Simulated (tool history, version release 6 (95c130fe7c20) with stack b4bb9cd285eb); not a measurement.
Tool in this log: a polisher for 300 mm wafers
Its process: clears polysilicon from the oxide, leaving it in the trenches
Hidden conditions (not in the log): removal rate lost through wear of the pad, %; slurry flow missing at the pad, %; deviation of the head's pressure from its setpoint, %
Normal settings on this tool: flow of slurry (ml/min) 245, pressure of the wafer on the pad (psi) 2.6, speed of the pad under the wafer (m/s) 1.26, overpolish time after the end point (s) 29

run,hour,flow of slurry (ml/min),pressure of the wafer on the pad (psi),speed of the pad under the wafer (m/s),overpolish time after the end point (s),wafers since the last listed run,wafers polished on this pad,hours since the slurry nozzle was cleaned,hours since the head pressure was calibrated,"incoming thickness of the incoming film, nm",time until the end point was called (s)
1,0,245,2.6,1.26,29,0,890,661.5,466.3,492.1,30.5
2,17.3,245,2.6,1.26,29,101,992,678.8,483.6,488.4,28.7
# hour 19.9: slurry nozzle cleaned
3,33.4,245,2.6,1.26,29,88,1081,13.5,499.7,497.2,30.1
4,50.7,245,2.6,1.26,29,101,1183,30.8,517,496.3,29.9
5,68.1,245,2.6,1.26,29,102,1285,48.2,534.4,489.8,29.7
# hour 84.4: worn pad replaced by a new one
6,85.4,220,2.8,1.26,29,78,5,65.5,551.7,483.9,28.1
7,187.3,220,2.8,1.26,29,600,606,167.4,653.6,484.3,27.3
8,220.7,220,2.8,1.26,29,196,802,200.8,687,485.4,27.8
9,241.1,245,2.6,1.26,29,120,923,221.2,707.4,493.2,28.9
# hour 272.7: worn pad replaced by a new one
10,273.2,245,2.6,1.26,29,165,2,253.3,739.5,494,28.2
11,296.1,245,2.6,1.26,29,134,137,276.2,762.4,491.8,29.8
12,311.7,245,2.6,1.26,29,91,229,291.8,778,482.9,28.5
13,341.9,245,2.6,1.26,29,177,407,322,808.2,493.1,28.7
14,359,245,2.6,1.26,29,100,508,339.1,825.3,489.8,28.1
15,376.5,245,2.6,1.26,29,103,611,356.6,842.8,493.4,28
16,388.5,245,2.6,1.26,29,70,682,368.6,854.8,494,27.5
17,420.8,245,2.6,1.08,29,190,872,400.9,887.1,484.7,31.6
# hour 463.4: head pressure recalibrated
18,469.1,245,2.6,1.44,40,272,1145,449.2,5.7,483.4,27
19,484.8,245,2.6,1.26,29,92,1237,464.9,21.4,483,29.7
20,509.9,185,2.9,1.26,29,147,1385,490,46.5,496.8,29.7
# hour 522.2: worn pad replaced by a new one
21,541.8,185,2.6,1.26,29,164,115,521.9,78.4,485.8,31.6
# hour 561.1: slurry nozzle cleaned
22,561.9,160,1.9,0.84,36,112,227,0.8,98.5,491.1,61.6
23,590.5,295,2.3,1.26,35,168,396,29.4,127.1,484.6,33.6
24,678.3,245,2.6,1.26,29,517,913,117.2,214.9,485.4,30
25,711.1,245,2.6,1.26,29,193,1106,150,247.7,484.1,29.1
26,744.8,220,2.8,1.26,29,198,1305,183.7,281.4,491.8,28.8
# hour 752.8: worn pad replaced by a new one
27,759.9,215,2.3,1.48,29,65,41,198.8,296.5,490.6,28.7
28,772,245,3.1,1.48,44,71,112,210.9,308.6,481.1,22.2
29,806.9,245,2.6,1.26,29,205,318,245.8,343.5,487.7,30.3
30,837.4,175,3.3,0.96,22,179,498,276.3,374,486.2,33.3

Alternative continuations, all from the tool just after run 30; predict every row:
A,837.8,245,2.6,1.26,29,2,500,276.7,374.4,497.4,?
B,837.8,320,2.9,1.02,40,2,500,276.7,374.4,497.4,?
C,837.8,300,2.6,1.26,29,2,500,276.7,374.4,497.4,?
D,837.8,245,2.2,1.14,22,2,500,276.7,374.4,497.4,?

run,time until the end point was called (s)
A,29.7
B,32
C,29.1
D,37.3
Stripped of hidden state, with their random variation kept, the same runs would have yielded:
run,time until the end point was called (s)
A,31.2
B,33.6
C,30.6
D,39.2
